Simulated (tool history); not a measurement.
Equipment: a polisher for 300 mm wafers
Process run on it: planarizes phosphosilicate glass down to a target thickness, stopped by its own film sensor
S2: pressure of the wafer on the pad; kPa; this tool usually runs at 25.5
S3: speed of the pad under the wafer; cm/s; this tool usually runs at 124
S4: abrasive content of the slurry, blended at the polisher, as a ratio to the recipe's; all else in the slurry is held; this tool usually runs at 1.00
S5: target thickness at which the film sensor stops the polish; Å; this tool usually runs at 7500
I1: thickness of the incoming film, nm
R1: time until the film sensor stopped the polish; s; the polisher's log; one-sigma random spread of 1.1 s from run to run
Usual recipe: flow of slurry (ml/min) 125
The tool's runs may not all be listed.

run 1 hour=0.0 | flow_of_slurry_(ml/min)=125 S2=25.5 S3=124 S4=1.00 S5=7500 | I1=1347.0 | R1=63.1
-- hour=8.9 slurry nozzle cleaned
run 2 hour=54.8 | flow_of_slurry_(ml/min)=125 S2=25.5 S3=124 S4=1.00 S5=7500 | I1=1363.1 | R1=60.0
run 3 hour=91.5 | flow_of_slurry_(ml/min)=125 S2=25.5 S3=124 S4=1.00 S5=7500 | I1=1339.0 | R1=57.0
-- hour=143.0 worn pad replaced by a new one
run 4 hour=143.5 | flow_of_slurry_(ml/min)=125 S2=25.5 S3=124 S4=1.00 S5=7500 | I1=1360.6 | R1=60.7
run 5 hour=185.0 | flow_of_slurry_(ml/min)=125 S2=25.5 S3=124 S4=1.00 S5=7500 | I1=1348.6 | R1=58.2
-- hour=239.3 conditioning disc replaced and pad reconditioned
run 6 hour=269.9 | flow_of_slurry_(ml/min)=125 S2=25.5 S3=124 S4=1.00 S5=7500 | I1=1381.0 | R1=64.3
-- hour=289.5 slurry blender recalibrated
-- hour=330.2 worn pad replaced by a new one
-- hour=376.6 slurry nozzle cleaned
run 7 hour=411.6 | flow_of_slurry_(ml/min)=125 S2=25.5 S3=124 S4=1.00 S5=7500 | I1=1338.7 | R1=57.1
run 8 hour=473.1 | flow_of_slurry_(ml/min)=125 S2=25.5 S3=124 S4=1.00 S5=7500 | I1=1372.3 | R1=63.4
run 9 hour=511.9 | flow_of_slurry_(ml/min)=125 S2=25.5 S3=124 S4=1.00 S5=7500 | I1=1375.5 | R1=60.7
-- hour=515.8 conditioning disc replaced and pad reconditioned
run 10 hour=549.5 | flow_of_slurry_(ml/min)=125 S2=23.4 S3=124 S4=0.80 S5=7500 | I1=1361.7 | R1=68.2
-- hour=571.6 worn pad replaced by a new one
run 11 hour=582.4 | flow_of_slurry_(ml/min)=125 S2=23.4 S3=124 S4=0.80 S5=7500 | I1=1361.7 | R1=70.9
run 12 hour=636.8 | flow_of_slurry_(ml/min)=125 S2=25.5 S3=124 S4=1.00 S5=7500 | I1=1358.6 | R1=64.3
-- hour=674.8 slurry blender recalibrated
run 13 hour=700.7 | flow_of_slurry_(ml/min)=125 S2=25.5 S3=84 S4=0.80 S5=6750 | I1=1374.8 | R1=110.4
run 14 hour=745.6 | flow_of_slurry_(ml/min)=145 S2=31.0 S3=124 S4=1.10 S5=8350 | I1=1366.0 | R1=44.7
-- hour=765.7 worn pad replaced by a new one
-- hour=779.5 conditioning disc replaced and pad reconditioned
-- hour=784.2 slurry nozzle cleaned
run 15 hour=812.2 | flow_of_slurry_(ml/min)=100 S2=25.5 S3=136 S4=1.30 S5=7500 | I1=1376.3 | R1=54.4
-- hour=817.4 head pressure recalibrated
run 16 hour=849.4 | flow_of_slurry_(ml/min)=110 S2=29.0 S3=124 S4=0.85 S5=7500 | I1=1354.3 | R1=58.0
run 17 hour=910.3 | flow_of_slurry_(ml/min)=125 S2=25.5 S3=84 S4=0.80 S5=6750 | I1=1363.4 | R1=100.7
run 18 hour=957.2 | flow_of_slurry_(ml/min)=125 S2=25.5 S3=124 S4=0.80 S5=8790 | I1=1366.3 | R1=51.7
-- hour=967.9 worn pad replaced by a new one
run 19 hour=989.0 | flow_of_slurry_(ml/min)=125 S2=25.5 S3=124 S4=0.75 S5=8300 | I1=1368.3 | R1=60.7
run 20 hour=1017.1 | flow_of_slurry_(ml/min)=105 S2=22.8 S3=124 S4=1.00 S5=8420 | I1=1334.6 | R1=58.2
run 21 hour=1051.1 | flow_of_slurry_(ml/min)=95 S2=22.1 S3=124 S4=1.00 S5=7500 | I1=1354.5 | R1=75.3
-- hour=1054.6 conditioning disc replaced and pad reconditioned
-- hour=1056.1 slurry blender recalibrated
run 22 hour=1076.4 | flow_of_slurry_(ml/min)=125 S2=25.5 S3=124 S4=1.00 S5=7500 | I1=1350.9 | R1=62.5

Consider 3 possible next runs. They are alternatives, not a sequence: every one starts from the tool as it was left by run 22. What does each give?
run A hour=1076.8 | flow_of_slurry_(ml/min)=125 S2=25.5 S3=124 S4=1.00 S5=7500 | I1=1378.4 | R1=?
run B hour=1076.8 | flow_of_slurry_(ml/min)=125 S2=17.9 S3=124 S4=1.15 S5=7500 | I1=1378.4 | R1=?
run C hour=1076.8 | flow_of_slurry_(ml/min)=95 S2=28.3 S3=124 S4=1.25 S5=7500 | I1=1378.4 | R1=?

run=A R1=63.1
run=B R1=79.2
run=C R1=57.5
Stripped of hidden state, with their random variation kept, the same runs would have yielded:
run=A R1=59.5
run=B R1=74.6
run=C R1=53.4

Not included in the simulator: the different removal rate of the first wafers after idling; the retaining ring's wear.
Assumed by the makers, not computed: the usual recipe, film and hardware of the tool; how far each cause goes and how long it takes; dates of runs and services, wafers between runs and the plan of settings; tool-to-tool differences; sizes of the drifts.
